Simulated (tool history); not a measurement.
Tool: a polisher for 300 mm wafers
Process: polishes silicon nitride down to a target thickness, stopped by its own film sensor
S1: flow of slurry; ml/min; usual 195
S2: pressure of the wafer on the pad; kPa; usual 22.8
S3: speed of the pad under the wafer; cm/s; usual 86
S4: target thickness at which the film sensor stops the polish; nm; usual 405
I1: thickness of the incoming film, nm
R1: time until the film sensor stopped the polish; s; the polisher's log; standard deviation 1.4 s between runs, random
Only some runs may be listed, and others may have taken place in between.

| run | day | S1 | S2 | S3 | S4 | I1 | R1 |
|---|---|---|---|---|---|---|---|
| 1 | 0 | 195 | 22.8 | 86 | 405 | 550.9 | 110.1 |
| 2 | 1.267 | 195 | 22.8 | 86 | 405 | 551 | 109.1 |
| 3 | 2.479 | 195 | 22.8 | 86 | 405 | 552.8 | 110.1 |
| 4 | 6.521 | 215 | 22.8 | 68 | 405 | 550.4 | 133.1 |
|  | 7.138 | worn pad replaced by a new one |
| 5 | 7.5 | 195 | 22.8 | 86 | 405 | 543.6 | 105 |
| 6 | 8.725 | 195 | 22.8 | 86 | 405 | 550.8 | 110.6 |
| 7 | 9.771 | 195 | 22.8 | 86 | 405 | 552.2 | 113.5 |
| 8 | 10.575 | 170 | 22.8 | 86 | 405 | 545 | 107.2 |
| 9 | 11.408 | 170 | 22.8 | 86 | 405 | 548.3 | 111 |
| 10 | 12.688 | 170 | 22.8 | 86 | 405 | 556.5 | 119.9 |
| 11 | 13.688 | 195 | 22.8 | 86 | 405 | 548.7 | 108.8 |
| 12 | 14.633 | 195 | 22.8 | 86 | 405 | 556.6 | 118 |
|  | 16.154 | worn pad replaced by a new one |
| 13 | 16.175 | 195 | 22.8 | 86 | 405 | 552.7 | 112.3 |
| 14 | 16.667 | 195 | 22.8 | 86 | 405 | 548.1 | 111 |
| 15 | 17.896 | 195 | 22.8 | 86 | 378 | 553.4 | 136.3 |
| 16 | 18.617 | 195 | 22.8 | 86 | 378 | 546.4 | 130.7 |
| 17 | 19.604 | 195 | 22.8 | 86 | 378 | 543.5 | 128.2 |
| 18 | 20.896 | 195 | 22.8 | 86 | 405 | 546.8 | 112.1 |
| 19 | 21.896 | 215 | 29.6 | 100 | 405 | 553.7 | 80 |
| 20 | 22.571 | 195 | 29 | 86 | 368 | 543 | 110 |
| 21 | 23.429 | 160 | 22.8 | 86 | 405 | 553.7 | 120.9 |
| 22 | 24.058 | 160 | 22.8 | 86 | 405 | 545.9 | 116.1 |
| 23 | 24.942 | 255 | 19.3 | 114 | 386 | 545.5 | 115.2 |
|  | 25.667 | worn pad replaced by a new one |
| 24 | 26.35 | 230 | 22.8 | 66 | 405 | 545.4 | 138.2 |
| 25 | 27.208 | 165 | 19.3 | 74 | 384 | 552.4 | 193.7 |
|  | 27.583 | slurry nozzle cleaned |
| 26 | 28.608 | 150 | 26.2 | 72 | 451 | 540.1 | 69.4 |
| 27 | 29.917 | 195 | 22.8 | 74 | 405 | 546.2 | 119.4 |
| 28 | 30.979 | 195 | 22.8 | 114 | 405 | 544 | 83.2 |
| 29 | 32.196 | 215 | 29.6 | 100 | 405 | 546.4 | 70.1 |
| 30 | 33.55 | 195 | 22.8 | 74 | 405 | 554.4 | 123 |
|  | 34.892 | head pressure recalibrated |
| 31 | 35.025 | 250 | 19.3 | 86 | 405 | 552.2 | 126.4 |
|  | 36.362 | worn pad replaced by a new one |
| 32 | 36.383 | 195 | 22.8 | 74 | 405 | 546.1 | 121.4 |
| 33 | 37.217 | 155 | 22.8 | 116 | 405 | 546.7 | 87.6 |
| 34 | 38.462 | 195 | 15.9 | 86 | 405 | 548.3 | 154.4 |
| 35 | 41.592 | 170 | 27.6 | 86 | 425 | 547 | 78.5 |
| 36 | 42.6 | 195 | 20 | 98 | 405 | 551.3 | 110.3 |
| 37 | 43.842 | 195 | 19.3 | 86 | 405 | 557.5 | 137.8 |
|  | 45.112 | worn pad replaced by a new one |
| 38 | 45.325 | 140 | 25.5 | 110 | 366 | 547.1 | 104.5 |

The same runs without the tool's hidden state, with the same run-to-run variation:
Unlogged tool condition in this case: removal rate lost through wear of the pad, %; slurry flow missing at the pad, %; deviation of the head's pressure from its setpoint, %.
| run | R1 |
|---|---|
| 1 | 109.1 |
| 2 | 108 |
| 3 | 108.8 |
| 4 | 130.9 |
| 5 | 103.1 |
| 6 | 108.2 |
| 7 | 110.9 |
| 8 | 104.3 |
| 9 | 107.8 |
| 10 | 116 |
| 11 | 105.3 |
| 12 | 113.9 |
| 13 | 107.8 |
| 14 | 106.5 |
| 15 | 130.1 |
| 16 | 124.4 |
| 17 | 121.5 |
| 18 | 105.6 |
| 19 | 75.3 |
| 20 | 102.8 |
| 21 | 111.2 |
| 22 | 106.3 |
| 23 | 107.7 |
| 24 | 127.4 |
| 25 | 173.3 |
| 26 | 69.2 |
| 27 | 119.1 |
| 28 | 82.9 |
| 29 | 69.9 |
| 30 | 122.5 |
| 31 | 125.9 |
| 32 | 120.7 |
| 33 | 87 |
| 34 | 153.3 |
| 35 | 77.6 |
| 36 | 109 |
| 37 | 135.9 |
| 38 | 102.4 |
